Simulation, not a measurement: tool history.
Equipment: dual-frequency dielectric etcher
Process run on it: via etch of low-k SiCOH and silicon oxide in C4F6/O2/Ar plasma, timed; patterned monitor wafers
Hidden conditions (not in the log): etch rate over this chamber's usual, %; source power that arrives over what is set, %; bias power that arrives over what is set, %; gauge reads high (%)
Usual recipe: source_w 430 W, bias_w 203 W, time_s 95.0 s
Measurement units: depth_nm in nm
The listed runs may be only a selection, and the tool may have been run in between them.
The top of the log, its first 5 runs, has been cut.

run   hour  source_w  bias_w  time_s  wafers since the last listed run  hours since the last wet clean  hours since the last source power generator calibration  hours since the last bias power generator calibration  hours since the last upper electrode change  hours since the gauge calibration  read-back reference wafer on the same gauge, depth_nm  depth_nm
  6  132.1       430     203    95.0                               138                            39.8                                                   3193.0                                                 1260.1                                        238.5                             1004.2                                                  258.2     254.6
  7  159.1       430     203    67.0                               156                            66.8                                                   3220.0                                                 1287.1                                        265.5                             1031.2                                                  257.9     177.5
  8  186.3       430     203    67.0                               157                            94.0                                                   3247.2                                                 1314.3                                        292.7                             1058.4                                                  258.0     179.5
  9  237.9       480     203    70.0                               298                           145.6                                                   3298.8                                                 1365.9                                        344.3                             1110.0                                                  257.8     197.7
 10  256.1       500     176   112.0                               105                           163.8                                                   3317.0                                                 1384.1                                        362.5                             1128.2                                                  258.0     297.4
 11  287.9       470     242    84.0                               184                           195.6                                                   3348.8                                                 1415.9                                        394.3                             1160.0                                                  257.8     255.8
 12  307.9       430     203    95.0                               115                           215.6                                                   3368.8                                                 1435.9                                        414.3                             1180.0                                                  257.7     256.8
 13  327.5       430     222    95.0                               113                           235.2                                                   3388.4                                                 1455.5                                        433.9                             1199.6                                                  257.9     270.8
 14  354.1       470     203   115.0                               154                           261.8                                                   3415.0                                                 1482.1                                        460.5                             1226.2                                                  258.0     324.0
 15  376.9       430     203    95.0                               132                           284.6                                                   3437.8                                                 1504.9                                        483.3                             1249.0                                                  258.1     258.3
     407.1  -- gauge calibrated
 16  468.8       430     252    95.0                               532                           376.5                                                   3529.7                                                 1596.8                                        575.2                               61.7                                                  258.0     288.9
     485.4  -- bias power generator calibrated
     493.2  -- wet clean of the chamber
 17  493.7       430     203    95.0                                75                             0.5                                                   3554.6                                                    8.3                                        600.1                               86.6                                                  257.9     255.0

Run 18 is up next; what results do you expect?
 18  513.4       340     181    67.5                               114                            20.2                                                   3574.3                                                   28.0                                        619.8                              106.3                                                      ?         ?

Run 18 gave read-back reference wafer on the same gauge, depth_nm 258.2, depth_nm 156.0 nm.
Without the tool's hidden state the same run would have given depth_nm 155.1 nm.

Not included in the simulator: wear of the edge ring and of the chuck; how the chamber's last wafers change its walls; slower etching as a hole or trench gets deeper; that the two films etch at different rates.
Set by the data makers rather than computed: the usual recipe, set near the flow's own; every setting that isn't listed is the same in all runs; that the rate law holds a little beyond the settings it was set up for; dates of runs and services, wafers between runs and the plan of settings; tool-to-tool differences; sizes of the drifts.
